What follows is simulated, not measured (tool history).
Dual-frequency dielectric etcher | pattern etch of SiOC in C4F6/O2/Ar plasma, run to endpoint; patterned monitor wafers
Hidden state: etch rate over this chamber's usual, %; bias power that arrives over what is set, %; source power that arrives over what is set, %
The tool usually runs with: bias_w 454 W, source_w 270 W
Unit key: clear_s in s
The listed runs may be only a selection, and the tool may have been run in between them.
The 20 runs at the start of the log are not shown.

run,hour,bias_w,source_w,wafers since the last listed run,hours since the last wet clean,hours since the last bias power generator calibration,hours since the last source power generator calibration,hours since the last upper electrode change,"incoming incoming film thickness, nm",clear_s
21,318.2,513,300,125,475.5,51.6,27.8,5088.7,51.6,16.1
22,363.4,490,340,523,520.7,96.8,73,5133.9,52.1,15.8
# hour 389.9: wet clean of the chamber
23,390.4,483,250,34,0.5,123.8,100,5160.9,51.7,16.6
24,392.2,454,340,20,2.3,125.6,101.8,5162.7,50.9,15.5
25,407.1,454,270,172,17.2,140.5,116.7,5177.6,51.5,16.5
# hour 439.6: upper electrode replaced
26,440.1,454,270,104,50.2,173.5,149.7,0.5,51.7,16.5
27,440.4,454,270,3,50.5,173.8,150,0.8,51,16.3
28,440.7,454,330,3,50.8,174.1,150.3,1.1,51.7,15.8
# hour 498.3: wet clean of the chamber, repeated, since the last time left the tool worse
29,498.8,538,230,395,0.5,232.2,208.4,59.2,51.8,17.3
30,506.2,454,270,85,7.9,239.6,215.8,66.6,51.2,17.3
31,521.4,485,270,176,23.1,254.8,231,81.8,51.4,16.9
32,530.3,369,240,103,32,263.7,239.9,90.7,51.8,18.9
33,567.5,367,300,431,69.2,300.9,277.1,127.9,51.5,18
34,578.5,422,340,127,80.2,311.9,288.1,138.9,51.3,16.7
35,587.8,526,300,107,89.5,321.2,297.4,148.2,51.4,16.3

3 options for the next run, each taken on its own from the tool as it stands now. Forecast them:
A,588.2,454,270,4,89.9,321.6,297.8,148.6,51.6,?
B,588.2,454,210,4,89.9,321.6,297.8,148.6,51.6,?
C,588.2,341,290,4,89.9,321.6,297.8,148.6,51.6,?

run,clear_s
A,17.4
B,18.4
C,18.4
Without the tool's unlogged condition, the same runs would have read:
run,clear_s
A,17.6
B,18.6
C,18.6

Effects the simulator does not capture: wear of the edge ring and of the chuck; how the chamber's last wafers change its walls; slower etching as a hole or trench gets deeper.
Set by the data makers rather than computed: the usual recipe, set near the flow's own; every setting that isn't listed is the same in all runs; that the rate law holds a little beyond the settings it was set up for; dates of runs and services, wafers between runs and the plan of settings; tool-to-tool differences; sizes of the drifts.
